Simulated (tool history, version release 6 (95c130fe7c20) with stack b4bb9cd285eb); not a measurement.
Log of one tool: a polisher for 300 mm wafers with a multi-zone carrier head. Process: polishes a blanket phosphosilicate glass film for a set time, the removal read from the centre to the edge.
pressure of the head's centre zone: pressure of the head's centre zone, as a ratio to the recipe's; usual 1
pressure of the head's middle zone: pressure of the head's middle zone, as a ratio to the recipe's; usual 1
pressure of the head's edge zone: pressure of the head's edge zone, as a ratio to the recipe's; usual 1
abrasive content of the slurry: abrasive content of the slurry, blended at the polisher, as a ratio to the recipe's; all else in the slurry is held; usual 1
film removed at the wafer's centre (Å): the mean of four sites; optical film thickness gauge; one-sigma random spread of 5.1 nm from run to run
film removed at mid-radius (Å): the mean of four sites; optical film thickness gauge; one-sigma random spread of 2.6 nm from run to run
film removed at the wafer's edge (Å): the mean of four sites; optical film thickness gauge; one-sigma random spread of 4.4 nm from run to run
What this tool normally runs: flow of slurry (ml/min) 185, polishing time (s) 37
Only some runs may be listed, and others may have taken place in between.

| run | hour | flow of slurry (ml/min) | pressure of the head's centre zone | pressure of the head's middle zone | pressure of the head's edge zone | abrasive content of the slurry | polishing time (s) | incoming thickness of the incoming film, nm | film removed at the wafer's centre (Å) | film removed at mid-radius (Å) | film removed at the wafer's edge (Å) |
|---|---|---|---|---|---|---|---|---|---|---|---|
| 1 | 0 | 185 | 1 | 1 | 1 | 1 | 37 | 1839.2 | 3324 | 3470 | 3507 |
|  | 32.3 | slurry nozzle cleaned |
|  | 51.5 | worn pad replaced by a new one |
| 2 | 57.2 | 185 | 1 | 1 | 1 | 1 | 37 | 1882.5 | 3733 | 3885 | 3793 |
| 3 | 83 | 185 | 0.98 | 0.93 | 1 | 1 | 37 | 1854.8 | 3554 | 3602 | 3745 |
| 4 | 122.4 | 185 | 1 | 1 | 1 | 1 | 37 | 1871.2 | 3638 | 3770 | 3755 |
|  | 186.4 | centre zone pressure recalibrated |
| 5 | 193.8 | 230 | 1.11 | 1 | 1.05 | 1.15 | 37 | 1871.9 | 4418 | 4108 | 4072 |
| 6 | 220.6 | 125 | 1 | 1 | 1 | 1 | 37 | 1839.1 | 2999 | 3333 | 3456 |
| 7 | 269.4 | 185 | 1 | 1 | 1 | 1 | 37 | 1867 | 3413 | 3614 | 3633 |
| 8 | 318.3 | 185 | 1.09 | 1 | 1 | 1 | 37 | 1839.9 | 3644 | 3547 | 3505 |
|  | 346.2 | worn pad replaced by a new one |
| 9 | 354.4 | 250 | 1 | 1 | 0.93 | 1 | 45 | 1862.3 | 4340 | 4524 | 4386 |
|  | 368.1 | edge zone pressure recalibrated |
|  | 389.8 | slurry nozzle cleaned |
| 10 | 400.3 | 185 | 0.88 | 1 | 1.06 | 1 | 37 | 1879.5 | 3296 | 3921 | 3891 |
| 11 | 449.8 | 185 | 1.09 | 1 | 1 | 1 | 37 | 1843.7 | 3940 | 3820 | 3794 |
| 12 | 503.2 | 165 | 1 | 1.11 | 1 | 1.15 | 37 | 1878.1 | 3760 | 4277 | 3885 |
| 13 | 560.5 | 185 | 1 | 1 | 1 | 1 | 47 | 1863.7 | 4560 | 4753 | 4621 |
| 14 | 614.8 | 155 | 1 | 1 | 1.04 | 1 | 37 | 1873.6 | 3299 | 3464 | 3605 |
| 15 | 648.4 | 210 | 1 | 1 | 0.9 | 1 | 37 | 1839.5 | 3664 | 3740 | 3498 |
| 16 | 682.9 | 185 | 1 | 1 | 1 | 1 | 37 | 1876.4 | 3338 | 3553 | 3600 |
|  | 695.3 | worn pad replaced by a new one |
| 17 | 707.4 | 215 | 1 | 1 | 0.9 | 1 | 37 | 1890.2 | 3521 | 3645 | 3553 |
|  | 763 | slurry nozzle cleaned |
| 18 | 778 | 185 | 1 | 1 | 1 | 1 | 37 | 1867.9 | 3634 | 3844 | 3893 |
| 19 | 842.1 | 185 | 1 | 1 | 1 | 1 | 37 | 1865.9 | 3656 | 3832 | 3790 |
| 20 | 886.8 | 185 | 1 | 1 | 1 | 1 | 37 | 1862.1 | 3533 | 3769 | 3686 |
| 21 | 932.4 | 185 | 0.96 | 1.12 | 1.12 | 1 | 44 | 1869.7 | 4204 | 4897 | 4618 |
| 22 | 974.4 | 185 | 1 | 1 | 1 | 0.85 | 37 | 1851.3 | 3203 | 3383 | 3420 |

State the hidden condition of the tool at each of the runs:
removal rate lost through wear of the pad, %: 0 in every run
deviation of the centre zone's pressure from its setpoint, %: 0 in every run
deviation of the edge zone's pressure from its setpoint, %: 0 in every run
H1: slurry flow missing at the pad, %
| run | H1 |
|---|---|
| 1 | 36 |
| 2 | 5.54 |
| 3 | 8.27 |
| 4 | 12.4 |
| 5 | 20 |
| 6 | 22.8 |
| 7 | 28 |
| 8 | 33.2 |
| 9 | 37 |
| 10 | 3.09 |
| 11 | 8.32 |
| 12 | 14 |
| 13 | 20 |
| 14 | 25.8 |
| 15 | 29.3 |
| 16 | 33 |
| 17 | 35.6 |
| 18 | 3.73 |
| 19 | 10.5 |
| 20 | 15.2 |
| 21 | 20.1 |
| 22 | 24.5 |
